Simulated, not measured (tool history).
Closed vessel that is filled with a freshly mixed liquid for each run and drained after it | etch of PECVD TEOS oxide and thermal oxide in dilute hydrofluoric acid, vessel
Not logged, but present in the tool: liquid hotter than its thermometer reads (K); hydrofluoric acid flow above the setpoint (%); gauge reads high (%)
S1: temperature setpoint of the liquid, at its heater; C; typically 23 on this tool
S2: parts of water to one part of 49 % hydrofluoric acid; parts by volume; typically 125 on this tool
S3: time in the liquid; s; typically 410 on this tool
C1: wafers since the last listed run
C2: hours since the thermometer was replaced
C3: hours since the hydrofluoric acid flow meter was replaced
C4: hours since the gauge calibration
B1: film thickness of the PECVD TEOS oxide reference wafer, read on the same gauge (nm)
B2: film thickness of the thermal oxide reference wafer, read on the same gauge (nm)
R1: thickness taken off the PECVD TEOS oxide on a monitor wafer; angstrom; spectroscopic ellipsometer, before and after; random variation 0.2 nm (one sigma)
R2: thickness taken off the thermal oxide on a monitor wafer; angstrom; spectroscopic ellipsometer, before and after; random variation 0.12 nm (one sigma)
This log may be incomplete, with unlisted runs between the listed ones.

run   hour    S1   S2   S3    C1      C2      C3     C4     B1      B2     R1     R2
  1      0    23  125  410     0  1598.9  1064.1    347  50.02     130  452.1  154.1
  2   34.5    23  125  410  2943  1633.4  1098.6  381.5  49.98  130.01  455.7  155.2
  3   55.9    23  125  410  1825  1654.8    1120  402.9     50  129.98  455.4  155.5
  4   87.2    23  125  410  2670  1686.1  1151.3  434.2  50.02  130.01  458.2  154.2
     111.9  -- hydrofluoric acid flow meter replaced
  5  173.1    23  125  410  7243    1772    61.2  520.1  50.02  130.01  422.6  144.9
  6  190.1    23  125  600  1450    1789    78.2  537.1  49.97  129.98  617.2  210.1
  7  213.4    23  125  600  1988  1812.3   101.5  560.4  50.01     130  627.6  211.7
     216.6  -- thermometer replaced
     229.3  -- gauge calibrated
  8  235.5  19.5  100  280  1800    18.9   123.6    6.2  49.98  129.99  324.6  108.7
  9    255  20.5   75  240  1663    38.4   143.1   25.7  49.97  129.98  396.5  136.6
 10  276.4  21.5  125  350  1825    59.8   164.5   47.1  50.03     130  342.1  116.2
 11  310.4    23  125  410  2900    93.8   198.5   81.1     50     130  429.2  146.7
 12    329    19  125  565  1587   112.4   217.1   99.7  50.01  130.02  502.4  171.3
 13  355.5    26  125  410  2261   138.9   243.6  126.2  50.03  129.99  481.6    166
 14  374.3    23  125  410  1604   157.7   262.4    145  50.02  129.99  427.7  147.6
 15  399.7    23   85  330  2167   183.1   287.8  170.4  50.02     130    532  182.2
 16    425    26  165  595  2158   208.4   313.1  195.7  50.03  130.01  509.5  173.3
 17  451.9    21  100  335  2295   235.3     340  222.6  50.01  130.02  418.9  145.3
 18  467.6  25.5   70  410  1339     251   355.7  238.3  49.99  129.99  908.1    312
 19  490.4  24.5   65  330  1945   273.8   378.5  261.1  50.03     130  765.1  262.2
 20  502.5    28   95  410  1032   285.9   390.6  273.2  50.02  129.98  718.3  244.8
 21  515.4    23  125  410  1100   298.8   403.5  286.1  49.96     130  438.9  147.8
 22  540.4    23  125  275  2133   323.8   428.5  311.1     50  129.99  291.2     99
 23  570.2  24.5  155  335  2542   353.6   458.3  340.9  50.03     130  294.2  101.4
 24  588.8    23  155  410  1587   372.2   476.9  359.5  50.03     130  341.4  116.8
 25  610.2    23   90  410  1825   393.6   498.3  380.9  50.02  129.99  628.2  218.6

5 ways to go on from here, each from the tool as it stands after run 25. What would each give?
  A   611    23  125  410  68  394.4  499.1  381.7   ?   ?   ?   ?
  B   611  21.5   80  410  68  394.4  499.1  381.7   ?   ?   ?   ?
  C   611  26.5  125  410  68  394.4  499.1  381.7   ?   ?   ?   ?
  D   611    23  125  205  68  394.4  499.1  381.7   ?   ?   ?   ?
  E   611    23  125  475  68  394.4  499.1  381.7   ?   ?   ?   ?

run     B1      B2     R1     R2
  A  49.97  130.02  433.9  148.7
  B  49.97  130.02  671.9  230.2
  C  49.97  130.02  496.8  170.2
  D  49.97  130.02  216.9   74.3
  E  49.97  130.02  502.6  172.2
Without the tool's unlogged condition, the same runs would have read:
run     R1     R2
  A    420  143.9
  B  651.4  223.2
  C  480.8  164.7
  D    210     72
  E  486.6  166.7

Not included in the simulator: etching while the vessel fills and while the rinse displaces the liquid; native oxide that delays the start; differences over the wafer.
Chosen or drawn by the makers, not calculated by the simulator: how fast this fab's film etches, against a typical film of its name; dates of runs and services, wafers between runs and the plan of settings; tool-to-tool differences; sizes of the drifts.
